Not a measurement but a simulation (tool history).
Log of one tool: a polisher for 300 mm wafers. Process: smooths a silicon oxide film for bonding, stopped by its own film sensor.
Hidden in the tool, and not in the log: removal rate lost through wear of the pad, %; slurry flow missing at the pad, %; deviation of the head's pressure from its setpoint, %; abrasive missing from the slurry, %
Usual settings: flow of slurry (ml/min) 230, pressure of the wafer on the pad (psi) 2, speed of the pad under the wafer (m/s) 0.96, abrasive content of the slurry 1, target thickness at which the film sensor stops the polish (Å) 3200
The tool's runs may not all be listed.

run   hour  flow of slurry (ml/min)  pressure of the wafer on the pad (psi)  speed of the pad under the wafer (m/s)  abrasive content of the slurry  target thickness at which the film sensor stops the polish (Å)  wafers since the last listed run  wafers polished on this pad  hours since the slurry nozzle was cleaned  hours since the head pressure was calibrated  hours since the slurry blender was calibrated  incoming thickness of the incoming film, nm  time until the film sensor stopped the polish (s)
  1      0                      230                                       2                                    0.96                               1                                                            3200                                 0                          745                                      661.9                                         447.3                                           65.1                                        404.4                                              122.3
       8.2  -- worn pad replaced by a new one
  2   27.7                      230                                       2                                    0.96                               1                                                            3200                               226                          186                                      689.6                                           475                                           92.8                                        402.8                                              118.1
  3   46.2                      230                                       2                                    0.84                               1                                                            3200                               177                          363                                      708.1                                         493.5                                          111.3                                        409.1                                              139.3
  4   60.1                      230                                       2                                    0.96                               1                                                            3200                               133                          496                                        722                                         507.4                                          125.2                                        408.9                                              131.7
  5   92.9                      230                                       2                                    0.96                            1.25                                                            2970                               313                          810                                      754.8                                         540.2                                            158                                        411.8                                              153.4
     120.4  -- worn pad replaced by a new one
  6  120.9                      230                                       2                                    0.96                            1.25                                                            2970                               229                            4                                      782.8                                         568.2                                            186                                        411.7                                              148.7
     137.7  -- slurry nozzle cleaned
  7  153.4                      230                                       2                                    0.96                            1.25                                                            2970                               301                          306                                       15.7                                         600.7                                          218.5                                        411.3                                              154.1
     176.8  -- head pressure recalibrated
  8  184.6                      180                                     2.4                                    0.96                             0.7                                                            3200                               279                          586                                       46.9                                           7.8                                          249.7                                        410.5                                              149.8
  9  199.5                      230                                       2                                    1.18                             0.8                                                            3200                               142                          728                                       61.8                                          22.7                                          264.6                                        413.4                                              141.9
     206.9  -- worn pad replaced by a new one
 10  223.7                      230                                     2.6                                    0.96                               1                                                            3200                               193                          160                                         86                                          46.9                                          288.8                                        410.2                                               99.4
     250.9  -- slurry blender recalibrated
 11  259.3                      280                                     2.3                                    0.96                            1.15                                                            3360                               321                          482                                      121.6                                          82.5                                            8.4                                        408.1                                               80.3
 12  289.7                      230                                     1.4                                    1.24                               1                                                            3020                               291                          773                                        152                                         112.9                                           38.8                                        413.7                                                185
     307.1  -- worn pad replaced by a new one
 13    309                      230                                       2                                    0.96                             1.1                                                            3290                               146                           18                                      171.3                                         132.2                                           58.1                                        415.4                                              115.4
 14  334.8                      230                                     2.5                                    0.84                            1.25                                                            3200                               246                          265                                      197.1                                           158                                           83.9                                          402                                               90.4
 15  365.2                      230                                       2                                    0.96                               1                                                            3200                               291                          556                                      227.5                                         188.4                                          114.3                                        415.6                                              133.8

Forecast each of these 4 alternatives for the next run:
  A  365.7                      250                                       2                                    0.96                               1                                                            3200                                 4                          561                                        228                                         188.9                                          114.8                                        413.4                                                  ?
  B  365.7                      290                                       2                                    0.96                               1                                                            3200                                 4                          561                                        228                                         188.9                                          114.8                                        413.4                                                  ?
  C  365.7                      255                                       2                                     0.7                               1                                                            3200                                 4                          561                                        228                                         188.9                                          114.8                                        413.4                                                  ?
  D  365.7                      230                                     1.5                                    0.96                               1                                                            3200                                 4                          561                                        228                                         188.9                                          114.8                                        413.4                                                  ?

run  time until the film sensor stopped the polish (s)
  A                                              132.2
  B                                              130.2
  C                                                152
  D                                                171
Without the tool's hidden state the same runs would have given:
run  time until the film sensor stopped the polish (s)
  A                                              129.6
  B                                              127.6
  C                                              149.1
  D                                              167.7

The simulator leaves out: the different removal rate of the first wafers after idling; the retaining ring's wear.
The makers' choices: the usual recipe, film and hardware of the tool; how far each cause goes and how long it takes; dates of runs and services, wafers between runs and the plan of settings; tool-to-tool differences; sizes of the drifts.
